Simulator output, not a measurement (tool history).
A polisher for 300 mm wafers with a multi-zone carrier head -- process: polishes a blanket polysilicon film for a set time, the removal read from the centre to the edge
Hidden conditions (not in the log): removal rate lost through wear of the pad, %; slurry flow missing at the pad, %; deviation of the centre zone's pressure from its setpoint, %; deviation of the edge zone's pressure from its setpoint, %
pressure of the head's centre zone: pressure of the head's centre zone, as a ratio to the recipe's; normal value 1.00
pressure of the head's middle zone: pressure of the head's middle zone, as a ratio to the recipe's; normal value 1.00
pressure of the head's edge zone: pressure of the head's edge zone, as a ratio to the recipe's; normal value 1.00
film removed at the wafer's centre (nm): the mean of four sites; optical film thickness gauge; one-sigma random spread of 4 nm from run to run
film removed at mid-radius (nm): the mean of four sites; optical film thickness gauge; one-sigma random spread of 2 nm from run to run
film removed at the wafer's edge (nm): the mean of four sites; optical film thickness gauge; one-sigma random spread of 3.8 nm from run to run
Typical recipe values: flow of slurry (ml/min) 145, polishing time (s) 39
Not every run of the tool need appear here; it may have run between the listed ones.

run	hour	flow of slurry (ml/min)	pressure of the head's centre zone	pressure of the head's middle zone	pressure of the head's edge zone	polishing time (s)	wafers since the last listed run	wafers polished on this pad	hours since the slurry nozzle was cleaned	hours since the centre zone pressure was calibrated	hours since the edge zone pressure was calibrated	hours since the carrier head's membrane was replaced	incoming thickness of the incoming film, nm	film removed at the wafer's centre (nm)	film removed at mid-radius (nm)	film removed at the wafer's edge (nm)
1	0.0	145	1.00	1.00	1.00	39	0	2749	378.3	623.8	409.6	1187.7	1885.5	269.2	276.0	274.1
# hour 12.7: slurry nozzle cleaned
2	27.2	145	0.92	1.00	0.97	39	331	3081	14.5	651.0	436.8	1214.9	1818.9	248.6	274.4	266.2
# hour 70.5: worn pad replaced by a new one
3	88.5	145	1.00	1.00	1.00	39	725	227	75.8	712.3	498.1	1276.2	1842.5	284.3	300.6	294.0
4	136.2	145	1.00	1.00	1.00	39	604	832	123.5	760.0	545.8	1323.9	1864.3	282.7	288.0	288.2
5	182.7	145	1.00	1.00	1.00	39	588	1420	170.0	806.5	592.3	1370.4	1811.4	278.4	284.2	276.7
# hour 199.4: centre zone pressure recalibrated
6	207.9	145	1.00	1.00	1.00	39	293	1714	195.2	8.5	617.5	1395.6	1834.8	272.6	283.5	275.4
7	262.8	145	1.00	1.00	1.00	39	695	2410	250.1	63.4	672.4	1450.5	1874.9	271.9	281.0	274.3
8	298.0	145	1.00	1.00	1.00	39	445	2855	285.3	98.6	707.6	1485.7	1845.4	270.0	277.9	272.3
# hour 320.3: slurry nozzle cleaned
# hour 398.0: worn pad replaced by a new one
9	444.4	145	0.94	1.00	0.97	31	1790	588	124.1	245.0	854.0	1632.1	1854.3	213.2	233.1	227.6
10	481.9	145	1.00	1.00	1.00	39	474	1063	161.6	282.5	891.5	1669.6	1863.6	274.1	287.7	286.6
11	512.5	145	1.00	1.00	1.00	35	387	1450	192.2	313.1	922.1	1700.2	1832.0	242.9	253.5	246.6
# hour 541.1: carrier head's membrane replaced by a new one
12	559.6	145	0.93	1.00	1.00	30	533	1984	239.3	360.2	969.2	18.5	1833.2	194.3	213.9	209.9
# hour 563.3: edge zone pressure recalibrated
13	614.9	145	1.00	0.89	1.00	39	675	2659	294.6	415.5	51.6	73.8	1865.0	270.1	255.8	274.3
# hour 627.6: slurry nozzle cleaned
14	646.6	145	1.00	0.92	1.00	25	388	3047	19.0	447.2	83.3	105.5	1857.4	165.4	164.7	173.4
# hour 672.5: worn pad replaced by a new one, of another model than before
15	677.6	130	1.08	1.00	1.09	39	341	65	50.0	478.2	114.3	136.5	1873.3	298.2	293.5	295.7
16	728.1	100	1.00	1.08	1.00	31	639	704	100.5	528.7	164.8	187.0	1874.3	194.8	215.4	205.6
17	755.8	105	1.00	1.03	1.00	39	350	1055	128.2	556.4	192.5	214.7	1825.1	242.1	264.3	259.7
18	801.8	145	0.91	1.00	1.06	39	582	1638	174.2	602.4	238.5	260.7	1851.9	247.2	282.0	281.2
19	853.7	145	1.00	1.00	1.00	39	657	2295	226.1	654.3	290.4	312.6	1851.5	271.5	279.0	275.7
# hour 886.2: centre zone pressure recalibrated
20	917.4	145	1.00	1.00	1.00	39	781	3076	289.8	31.2	354.1	376.3	1855.7	265.2	270.7	276.1
# hour 932.8: worn pad replaced by a new one
21	947.3	145	0.92	1.00	0.97	39	328	183	319.7	61.1	384.0	406.2	1875.7	269.1	302.1	288.6
22	1018.5	145	1.00	1.00	1.00	39	901	1085	390.9	132.3	455.2	477.4	1851.4	273.6	288.6	274.4
# hour 1026.9: slurry nozzle cleaned
23	1082.5	175	1.00	1.11	1.10	39	797	1883	55.6	196.3	519.2	541.4	1839.9	280.7	318.9	293.3

Here are 3 independent what-if runs from the current tool condition. What would each one return?
A	1082.9	145	1.00	1.08	1.00	39	5	1888	56.0	196.7	519.6	541.8	1860.3	?	?	?
B	1082.9	95	1.00	1.00	1.00	47	5	1888	56.0	196.7	519.6	541.8	1860.3	?	?	?
C	1082.9	145	0.89	1.00	0.94	33	5	1888	56.0	196.7	519.6	541.8	1860.3	?	?	?

run	film removed at the wafer's centre (nm)	film removed at mid-radius (nm)	film removed at the wafer's edge (nm)
A	270.0	295.1	278.0
B	275.0	288.8	303.5
C	204.9	234.8	228.6
With the hidden condition removed and each run's random variation left untouched, the same runs would have given:
run	film removed at the wafer's centre (nm)	film removed at mid-radius (nm)	film removed at the wafer's edge (nm)
A	293.1	320.4	301.8
B	298.5	313.5	329.5
C	222.4	254.9	248.2
